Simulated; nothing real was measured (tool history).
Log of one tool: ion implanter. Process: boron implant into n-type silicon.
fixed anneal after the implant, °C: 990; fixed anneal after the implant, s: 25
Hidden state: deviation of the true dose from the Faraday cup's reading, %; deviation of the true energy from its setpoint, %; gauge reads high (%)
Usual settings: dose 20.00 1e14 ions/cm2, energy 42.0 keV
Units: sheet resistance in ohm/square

run,hour,dose,energy,wafers since the last listed run,hours since the last dose calibration,hours since the extraction supply was calibrated,hours since the gauge calibration,"read-back reference wafer on the same gauge, sheet resistance",sheet resistance
1,0.0,20.00,34.5,0,754.5,4826.6,784.4,80.14,71.78
2,58.1,20.00,34.5,1105,812.6,4884.7,842.5,80.07,72.01
3,119.6,22.05,42.0,1170,874.1,4946.2,904.0,80.10,65.28
4,219.2,22.05,42.0,1894,973.7,5045.8,1003.6,80.06,65.20
5,262.0,20.00,42.0,814,1016.5,5088.6,1046.4,80.11,69.83
6,297.4,20.00,42.0,673,1051.9,5124.0,1081.8,80.08,69.75
7,340.4,20.00,42.0,818,1094.9,5167.0,1124.8,80.12,69.54
8,389.9,20.00,42.0,941,1144.4,5216.5,1174.3,80.13,69.57
9,425.9,20.00,42.0,684,1180.4,5252.5,1210.3,80.10,69.43
# hour 450.9: Faraday cup replaced and dose calibrated
10,469.5,20.00,42.0,677,18.6,5296.1,1253.9,80.12,70.45
11,514.5,20.00,42.0,856,63.6,5341.1,1298.9,80.10,70.44
12,559.6,20.00,42.0,858,108.7,5386.2,1344.0,80.11,70.67
13,616.9,20.00,33.5,1090,166.0,5443.5,1401.3,80.12,72.64
# hour 620.5: gauge calibrated
14,677.9,20.00,33.5,1160,227.0,5504.5,57.4,80.10,72.74
15,746.1,14.62,50.5,1297,295.2,5572.7,125.6,80.08,88.61
16,813.0,23.60,27.5,1272,362.1,5639.6,192.5,80.09,68.62
17,843.8,25.28,30.5,585,392.9,5670.4,223.3,80.07,64.10
# hour 887.5: extraction supply calibrated
18,891.0,23.06,37.0,745,440.1,3.5,270.5,80.03,65.21
19,952.3,20.00,42.0,1166,501.4,64.8,331.8,80.06,70.55
20,994.1,22.79,49.0,795,543.2,106.6,373.6,80.12,63.57
21,1045.4,24.01,36.0,975,594.5,157.9,424.9,80.07,64.11
22,1082.2,20.00,42.0,700,631.3,194.7,461.7,80.12,70.18
23,1150.3,20.00,42.0,1295,699.4,262.8,529.8,80.07,70.13
24,1210.1,20.00,54.5,1137,759.2,322.6,589.6,80.10,68.66
25,1242.0,20.00,42.0,606,791.1,354.5,621.5,80.07,70.21
26,1300.4,14.57,37.0,1111,849.5,412.9,679.9,80.10,89.24
27,1330.2,20.00,42.0,566,879.3,442.7,709.7,80.10,69.89
28,1371.3,23.49,53.5,781,920.4,483.8,750.8,80.17,61.10

Forecast each of these 3 alternatives for the next run:
A,1371.7,20.00,42.0,7,920.8,484.2,751.2,?,?
B,1371.7,24.42,36.0,7,920.8,484.2,751.2,?,?
C,1371.7,17.60,46.0,7,920.8,484.2,751.2,?,?

run,"read-back reference wafer on the same gauge, sheet resistance",sheet resistance
A,80.14,70.12
B,80.14,63.00
C,80.14,76.41
Without the tool's hidden state the same runs would have given:
run,sheet resistance
A,70.75
B,63.47
C,77.14

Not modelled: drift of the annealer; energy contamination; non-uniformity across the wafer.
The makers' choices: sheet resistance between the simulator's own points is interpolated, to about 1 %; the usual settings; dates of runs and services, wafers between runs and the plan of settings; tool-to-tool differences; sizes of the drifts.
